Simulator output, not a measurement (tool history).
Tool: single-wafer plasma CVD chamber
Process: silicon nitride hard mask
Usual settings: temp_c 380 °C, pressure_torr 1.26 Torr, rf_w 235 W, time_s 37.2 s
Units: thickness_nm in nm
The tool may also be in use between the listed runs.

run    hour  temp_c  pressure_torr  rf_w  time_s  wafers since the last listed run  hours since the last thermocouple change  hours since the last RF generator calibration  hours since the last manometer calibration  hours since the showerhead was replaced  hours since the gauge calibration  read-back reference wafer on the same gauge, thickness_nm  thickness_nm
  1     0.0     380           1.26   235    37.2                                 0                                      40.3                                          853.0                                       684.1                                   5544.3                             1606.3                                                     33.992        37.456
  2    67.8     380           1.26   235    37.2                              1511                                     108.1                                          920.8                                       751.9                                   5612.1                             1674.1                                                     34.025        37.507
      107.2  -- RF generator calibrated
  3   135.9     380           1.26   235    37.2                              1340                                     176.2                                           28.7                                       820.0                                   5680.2                             1742.2                                                     33.996        38.792
  4   251.8     380           1.26   235    37.2                              2584                                     292.1                                          144.6                                       935.9                                   5796.1                             1858.1                                                     33.991        38.732
  5   296.7     380           1.34   235    37.2                              1001                                     337.0                                          189.5                                       980.8                                   5841.0                             1903.0                                                     33.999        39.079
  6   357.5     380           1.34   235    37.2                              1355                                     397.8                                          250.3                                      1041.6                                   5901.8                             1963.8                                                     33.991        39.104
      369.5  -- gauge calibrated
  7   414.2     380           1.34   235    37.2                              1264                                     454.5                                          307.0                                      1098.3                                   5958.5                               44.7                                                     33.980        39.367
  8   455.8     380           1.17   235    37.2                               927                                     496.1                                          348.6                                      1139.9                                   6000.1                               86.3                                                     34.012        38.207
  9   524.5     380           1.26   205    37.2                              1532                                     564.8                                          417.3                                      1208.6                                   6068.8                              155.0                                                     33.988        36.609
 10   575.2     394           1.50   270    44.3                              1130                                     615.5                                          468.0                                      1259.3                                   6119.5                              205.7                                                     33.994        49.889
 11   639.0     387           1.26   210    37.2                              1422                                     679.3                                          531.8                                      1323.1                                   6183.3                              269.5                                                     34.000        36.846
      710.0  -- capacitance manometer re-zeroed and calibrated
      720.3  -- showerhead replaced
 12   765.5     374           1.26   245    43.8                              2464                                     805.8                                          658.3                                        55.5                                     45.2                              396.0                                                     33.987        44.893
 13   812.3     380           0.96   215    32.9                              1043                                     852.6                                          705.1                                       102.3                                     92.0                              442.8                                                     34.009        30.041
 14   867.1     380           1.04   235    37.2                              1222                                     907.4                                          759.9                                       157.1                                    146.8                              497.6                                                     33.968        35.898
      898.2  -- RF generator calibrated
 15   924.5     380           1.26   235    37.2                              1101                                     964.8                                           26.3                                       214.5                                    204.2                              555.0                                                     33.997        38.292
 16   954.7     372           1.26   235    30.4                               673                                     995.0                                           56.5                                       244.7                                    234.4                              585.2                                                     34.003        31.355
 17  1005.3     394           1.26   235    37.2                              1128                                    1045.6                                          107.1                                       295.3                                    285.0                              635.8                                                     33.982        38.035
 18  1030.9     365           1.26   235    35.0                               570                                    1071.2                                          132.7                                       320.9                                    310.6                              661.4                                                     34.010        36.172
     1059.5  -- thermocouple changed; heater temperature recalibrated
 19  1086.3     380           1.12   260    31.1                              1057                                      26.8                                          188.1                                       376.3                                    366.0                              716.8                                                     34.002        32.296
 20  1121.8     374           1.02   210    37.2                               791                                      62.3                                          223.6                                       411.8                                    401.5                              752.3                                                     33.978        34.953
 21  1150.5     388           1.55   190    40.6                               640                                      91.0                                          252.3                                       440.5                                    430.2                              781.0                                                     33.993        40.092
 22  1193.6     367           1.08   255    33.1                               961                                     134.1                                          295.4                                       483.6                                    473.3                              824.1                                                     34.025        34.255
 23  1241.8     380           1.26   235    37.2                              1074                                     182.3                                          343.6                                       531.8                                    521.5                              872.3                                                     34.001        38.281
 24  1304.9     380           1.26   235    37.2                              1407                                     245.4                                          406.7                                       594.9                                    584.6                              935.4                                                     34.006        38.252
 25  1340.2     371           1.26   210    37.2                               787                                     280.7                                          442.0                                       630.2                                    619.9                              970.7                                                     33.981        36.529
 26  1377.2     380           1.26   235    37.2                               825                                     317.7                                          479.0                                       667.2                                    656.9                             1007.7                                                     33.999        38.251
 27  1412.0     392           1.38   215    41.4                               776                                     352.5                                          513.8                                       702.0                                    691.7                             1042.5                                                     34.005        41.562
 28  1455.2     374           1.02   210    37.2                               963                                     395.7                                          557.0                                       745.2                                    734.9                             1085.7                                                     33.998        34.824
 29  1497.1     380           1.26   235    38.7                               934                                     437.6                                          598.9                                       787.1                                    776.8                             1127.6                                                     33.985        39.376

3 ways to go on from here, each from the tool as it stands after run 29. What would each give?
  A  1497.5     380           1.26   235    37.2                                 8                                     438.0                                          599.3                                       787.5                                    777.2                             1128.0                                                          ?             ?
  B  1497.5     380           1.26   235    34.2                                 8                                     438.0                                          599.3                                       787.5                                    777.2                             1128.0                                                          ?             ?
  C  1497.5     380           1.26   215    34.3                                 8                                     438.0                                          599.3                                       787.5                                    777.2                             1128.0                                                          ?             ?

run  read-back reference wafer on the same gauge, thickness_nm  thickness_nm
  A                                                     33.975        38.158
  B                                                     33.975        35.087
  C                                                     33.975        33.969
Without the tool's hidden state the same runs would have given:
run  thickness_nm
  A        38.216
  B        35.141
  C        34.044
